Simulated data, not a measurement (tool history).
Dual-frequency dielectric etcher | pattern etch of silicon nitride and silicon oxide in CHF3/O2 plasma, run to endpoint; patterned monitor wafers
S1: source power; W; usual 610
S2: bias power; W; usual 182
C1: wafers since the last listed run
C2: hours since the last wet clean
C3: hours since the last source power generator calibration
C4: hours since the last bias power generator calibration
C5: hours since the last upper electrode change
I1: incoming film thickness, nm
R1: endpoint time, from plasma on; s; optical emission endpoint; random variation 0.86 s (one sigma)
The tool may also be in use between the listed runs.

| run | day | S1 | S2 | C1 | C2 | C3 | C4 | C5 | I1 | R1 |
|---|---|---|---|---|---|---|---|---|---|---|
| 1 | 0.000 | 610 | 182 | 0 | 428.0 | 2572.8 | 1842.9 | 3942.2 | 159.2 | 116.2 |
| 2 | 1.667 | 610 | 182 | 227 | 468.0 | 2612.8 | 1882.9 | 3982.2 | 159.4 | 114.0 |
|  | 6.871 | wet clean of the chamber |
| 3 | 6.892 | 610 | 182 | 576 | 0.5 | 2738.2 | 2008.3 | 4107.6 | 159.1 | 110.7 |
| 4 | 7.867 | 610 | 207 | 132 | 23.9 | 2761.6 | 2031.7 | 4131.0 | 157.9 | 106.7 |
| 5 | 9.896 | 610 | 207 | 276 | 72.6 | 2810.3 | 2080.4 | 4179.7 | 159.6 | 106.7 |
| 6 | 13.929 | 610 | 182 | 549 | 169.4 | 2907.1 | 2177.2 | 4276.5 | 158.3 | 111.4 |
| 7 | 15.808 | 610 | 182 | 256 | 214.5 | 2952.2 | 2222.3 | 4321.6 | 159.1 | 113.8 |
| 8 | 18.850 | 610 | 182 | 414 | 287.5 | 3025.2 | 2295.3 | 4394.6 | 158.3 | 113.0 |
|  | 22.633 | upper electrode replaced |
| 9 | 22.654 | 610 | 182 | 382 | 378.8 | 3116.5 | 2386.6 | 0.5 | 161.3 | 116.0 |
| 10 | 24.833 | 550 | 209 | 297 | 431.1 | 3168.8 | 2438.9 | 52.8 | 158.7 | 112.2 |
| 11 | 28.988 | 610 | 150 | 566 | 530.8 | 3268.5 | 2538.6 | 152.5 | 158.9 | 123.2 |
| 12 | 31.796 | 610 | 182 | 382 | 598.2 | 3335.9 | 2606.0 | 219.9 | 158.6 | 117.8 |
|  | 33.671 | wet clean of the chamber |
| 13 | 33.942 | 530 | 141 | 156 | 6.5 | 3387.4 | 2657.5 | 271.4 | 160.0 | 128.3 |
| 14 | 38.429 | 610 | 208 | 611 | 114.2 | 3495.1 | 2765.2 | 379.1 | 160.3 | 106.6 |
|  | 40.912 | source power generator calibrated |
| 15 | 41.554 | 610 | 182 | 403 | 189.2 | 15.4 | 2840.2 | 454.1 | 158.8 | 111.0 |
|  | 42.000 | bias power generator calibrated |
| 16 | 45.542 | 610 | 207 | 520 | 284.9 | 111.1 | 85.0 | 549.8 | 158.9 | 107.9 |
| 17 | 49.117 | 610 | 182 | 487 | 370.7 | 196.9 | 170.8 | 635.6 | 157.9 | 112.3 |
| 18 | 52.617 | 670 | 195 | 477 | 454.7 | 280.9 | 254.8 | 719.6 | 157.9 | 107.6 |
| 19 | 55.762 | 570 | 148 | 428 | 530.2 | 356.4 | 330.3 | 795.1 | 159.7 | 127.5 |

4 ways to go on from here, each from the tool as it stands after run 19. What would each give?
| A | 55.783 | 610 | 182 | 2 | 530.7 | 356.9 | 330.8 | 795.6 | 157.7 | ? |
| B | 55.783 | 460 | 169 | 2 | 530.7 | 356.9 | 330.8 | 795.6 | 157.7 | ? |
| C | 55.783 | 610 | 139 | 2 | 530.7 | 356.9 | 330.8 | 795.6 | 157.7 | ? |
| D | 55.783 | 700 | 196 | 2 | 530.7 | 356.9 | 330.8 | 795.6 | 157.7 | ? |

| run | R1 |
|---|---|
| A | 112.8 |
| B | 129.5 |
| C | 124.8 |
| D | 103.9 |
Without the tool's hidden state the same runs would have given:
| run | R1 |
|---|---|
| A | 107.9 |
| B | 123.8 |
| C | 119.4 |
| D | 99.4 |
